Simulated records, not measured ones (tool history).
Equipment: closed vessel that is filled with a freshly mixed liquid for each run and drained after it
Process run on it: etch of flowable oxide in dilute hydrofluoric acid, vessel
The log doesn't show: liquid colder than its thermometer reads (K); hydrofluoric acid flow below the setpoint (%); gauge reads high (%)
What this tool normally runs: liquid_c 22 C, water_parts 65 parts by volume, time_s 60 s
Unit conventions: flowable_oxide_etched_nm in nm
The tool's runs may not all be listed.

run,hour,liquid_c,water_parts,time_s,wafers since the last listed run,hours since the thermometer was replaced,hours since the hydrofluoric acid flow meter was replaced,hours since the gauge calibration,"read-back film thickness of the flowable oxide reference wafer, read on the same gauge (nm)",flowable_oxide_etched_nm
1,0,22,65,60,0,961,159.6,558.1,29.98,30.57
2,99.6,22,65,60,7271,1060.6,259.2,657.7,29.98,29.6
3,158.3,22,65,60,4285,1119.3,317.9,716.4,29.98,29.83
# hour 166.3: thermometer replaced
4,211.7,22,65,60,3825,45.4,371.3,769.8,30,29.84
5,297.8,22,65,60,6286,131.5,457.4,855.9,30,28.91
6,357.3,22,65,60,4344,191,516.9,915.4,29.97,28.8
7,531.6,22,65,60,12725,365.3,691.2,1089.7,30,28.24
8,577.2,22,65,60,3329,410.9,736.8,1135.3,29.98,28.3
# hour 635.9: hydrofluoric acid flow meter replaced
9,673,26,65,60,6921,506.7,37.1,1231.1,30,35.92
10,765.9,22,65,60,6782,599.6,130,1324,30,30.32
11,810.3,22,65,70,3241,644,174.4,1368.4,30.02,35.06
12,885.1,18,50,45,5461,718.8,249.2,1443.2,30,25.07
# hour 908.3: gauge calibrated
13,936.2,22,50,60,3730,769.9,300.3,27.9,30,39.54
14,1026.5,22,65,60,6592,860.2,390.6,118.2,30.03,28.89
# hour 1123.6: thermometer replaced
15,1317.5,22,90,95,21172,193.9,681.6,409.2,30,31.55
16,1362.5,22,65,85,3285,238.9,726.6,454.2,30,39.81
17,1412.1,24,40,50,3621,288.5,776.2,503.8,30,42.09
18,1449.4,23.5,75,60,2723,325.8,813.5,541.1,30.02,25.13
19,1492.8,23.5,75,70,3168,369.2,856.9,584.5,30,29.45

Hidden condition of the tool, last listed run before each entry between runs versus first listed run after:
In the gap between runs 3 and 4: thermometer replaced (hour 166.3)
  hydrofluoric acid flow below the setpoint (%): 3.97 -> 4.54
  difference, measured minus the result without the unlogged condition, flowable_oxide_etched_nm: -1.34 -> -1.54 nm
In the gap between runs 8 and 9: hydrofluoric acid flow meter replaced (hour 635.9)
  hydrofluoric acid flow below the setpoint (%): 8.45 -> 1.68
  difference, measured minus the result without the unlogged condition, flowable_oxide_etched_nm: -2.84 -> -0.67 nm
In the gap between runs 12 and 13: gauge calibrated (hour 908.3)
  hydrofluoric acid flow below the setpoint (%): 3.95 -> 4.5
  difference, measured minus the result without the unlogged condition, flowable_oxide_etched_nm: -1.09 -> -1.99 nm
In the gap between runs 14 and 15: thermometer replaced (hour 1123.6)
  hydrofluoric acid flow below the setpoint (%): 5.47 -> 8.59
  difference, measured minus the result without the unlogged condition, flowable_oxide_etched_nm: -1.81 -> -3.31 nm
